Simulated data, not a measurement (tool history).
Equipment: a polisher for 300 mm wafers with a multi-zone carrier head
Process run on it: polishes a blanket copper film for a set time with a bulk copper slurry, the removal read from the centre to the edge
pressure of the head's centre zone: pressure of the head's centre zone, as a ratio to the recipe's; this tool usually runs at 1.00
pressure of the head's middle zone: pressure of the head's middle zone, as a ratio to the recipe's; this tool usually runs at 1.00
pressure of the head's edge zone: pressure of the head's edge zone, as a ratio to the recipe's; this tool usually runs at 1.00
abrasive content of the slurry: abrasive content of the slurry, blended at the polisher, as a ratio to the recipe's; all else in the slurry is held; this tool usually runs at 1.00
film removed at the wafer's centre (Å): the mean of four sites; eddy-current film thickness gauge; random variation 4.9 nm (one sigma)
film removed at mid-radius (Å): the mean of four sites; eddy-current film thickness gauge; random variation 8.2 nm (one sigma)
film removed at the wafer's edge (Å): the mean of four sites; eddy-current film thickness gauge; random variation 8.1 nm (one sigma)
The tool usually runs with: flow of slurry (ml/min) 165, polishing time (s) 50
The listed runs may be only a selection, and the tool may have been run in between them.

| run | day | flow of slurry (ml/min) | pressure of the head's centre zone | pressure of the head's middle zone | pressure of the head's edge zone | abrasive content of the slurry | polishing time (s) | wafers since the last listed run | wafers polished on this pad | hours since the slurry nozzle was cleaned | hours since the centre zone pressure was calibrated | hours since the edge zone pressure was calibrated | hours since the carrier head's membrane was replaced | incoming thickness of the incoming film, nm | film removed at the wafer's centre (Å) | film removed at mid-radius (Å) | film removed at the wafer's edge (Å) |
|---|---|---|---|---|---|---|---|---|---|---|---|---|---|---|---|---|---|
| 1 | 0.000 | 165 | 0.92 | 1.00 | 1.00 | 1.20 | 50 | 0 | 3451 | 431.5 | 339.4 | 491.6 | 1175.3 | 3348.8 | 5744 | 5941 | 5895 |
| 2 | 1.425 | 165 | 1.00 | 1.00 | 1.11 | 0.90 | 60 | 310 | 3762 | 465.7 | 373.6 | 525.8 | 1209.5 | 3363.1 | 6790 | 6717 | 6909 |
|  | 2.538 | edge zone pressure recalibrated |
| 3 | 3.354 | 165 | 1.00 | 1.00 | 1.00 | 1.00 | 50 | 402 | 4164 | 512.0 | 419.9 | 19.6 | 1255.8 | 3358.6 | 5804 | 5587 | 5618 |
| 4 | 5.179 | 165 | 0.93 | 1.00 | 0.91 | 1.00 | 43 | 397 | 4562 | 555.8 | 463.7 | 63.4 | 1299.6 | 3316.8 | 4700 | 4955 | 4688 |
|  | 7.225 | carrier head's membrane replaced by a new one |
| 5 | 7.458 | 165 | 1.00 | 1.00 | 1.00 | 1.00 | 50 | 451 | 5013 | 610.5 | 518.4 | 118.1 | 5.6 | 3339.2 | 5795 | 5631 | 5699 |
|  | 8.717 | worn pad replaced by a new one |
| 6 | 8.775 | 165 | 0.94 | 1.05 | 1.00 | 1.00 | 33 | 250 | 12 | 642.1 | 550.0 | 149.7 | 37.2 | 3357.6 | 3716 | 3941 | 3729 |
| 7 | 11.625 | 140 | 1.00 | 1.06 | 1.04 | 1.00 | 50 | 620 | 633 | 710.5 | 618.4 | 218.1 | 105.6 | 3363.6 | 5668 | 5682 | 5687 |
| 8 | 12.929 | 165 | 1.07 | 1.00 | 1.07 | 0.75 | 50 | 284 | 917 | 741.8 | 649.7 | 249.4 | 136.9 | 3411.3 | 5785 | 5099 | 5363 |
| 9 | 15.462 | 210 | 0.93 | 1.00 | 1.11 | 1.20 | 50 | 551 | 1469 | 802.6 | 710.5 | 310.2 | 197.7 | 3337.1 | 6151 | 6056 | 6521 |
|  | 16.029 | centre zone pressure recalibrated |
| 10 | 17.204 | 205 | 1.00 | 1.00 | 0.96 | 1.00 | 50 | 361 | 1831 | 844.4 | 28.2 | 352.0 | 239.5 | 3390.1 | 5881 | 5859 | 5812 |
|  | 18.538 | slurry nozzle cleaned |
| 11 | 21.808 | 165 | 1.00 | 1.00 | 1.00 | 1.00 | 61 | 994 | 2825 | 78.5 | 138.7 | 462.5 | 350.0 | 3315.8 | 6916 | 6866 | 6991 |
| 12 | 22.912 | 220 | 1.00 | 1.12 | 1.00 | 0.75 | 60 | 240 | 3065 | 105.0 | 165.2 | 489.0 | 376.5 | 3436.9 | 6666 | 7074 | 6532 |
| 13 | 25.479 | 165 | 1.00 | 1.10 | 1.05 | 0.75 | 50 | 559 | 3625 | 166.6 | 226.8 | 550.6 | 438.1 | 3355.1 | 5270 | 5626 | 5198 |
| 14 | 26.592 | 180 | 1.00 | 1.00 | 1.00 | 1.00 | 50 | 242 | 3867 | 193.3 | 253.5 | 577.3 | 464.8 | 3380.7 | 5889 | 5832 | 5634 |
|  | 28.592 | edge zone pressure recalibrated |
| 15 | 29.425 | 165 | 1.00 | 1.00 | 1.00 | 1.00 | 50 | 599 | 4466 | 261.3 | 321.5 | 20.0 | 532.8 | 3346.2 | 5749 | 5585 | 5714 |
| 16 | 33.867 | 165 | 1.00 | 1.12 | 1.00 | 1.00 | 64 | 967 | 5434 | 367.9 | 428.1 | 126.6 | 639.4 | 3384.7 | 7585 | 8074 | 7228 |
|  | 35.779 | worn pad replaced by a new one |
| 17 | 36.800 | 185 | 1.00 | 1.00 | 1.00 | 1.00 | 59 | 602 | 222 | 438.3 | 498.5 | 197.0 | 709.8 | 3365.5 | 7125 | 6590 | 6755 |
| 18 | 41.783 | 165 | 1.00 | 1.00 | 1.00 | 1.00 | 50 | 1085 | 1308 | 557.9 | 618.1 | 316.6 | 829.4 | 3333.1 | 5877 | 5570 | 5636 |

What does the tool deliver on the next run?
| 19 | 44.542 | 115 | 1.00 | 1.00 | 1.00 | 1.00 | 50 | 600 | 1909 | 624.1 | 684.3 | 382.8 | 895.6 | 3354.7 | ? | ? | ? |

Logged for run 19: film removed at the wafer's centre (Å) 5378, film removed at mid-radius (Å) 5009, film removed at the wafer's edge (Å) 5395.
Minus the tool's unlogged condition, the same run would have read film removed at the wafer's centre (Å) 5074, film removed at mid-radius (Å) 5010, film removed at the wafer's edge (Å) 5395.
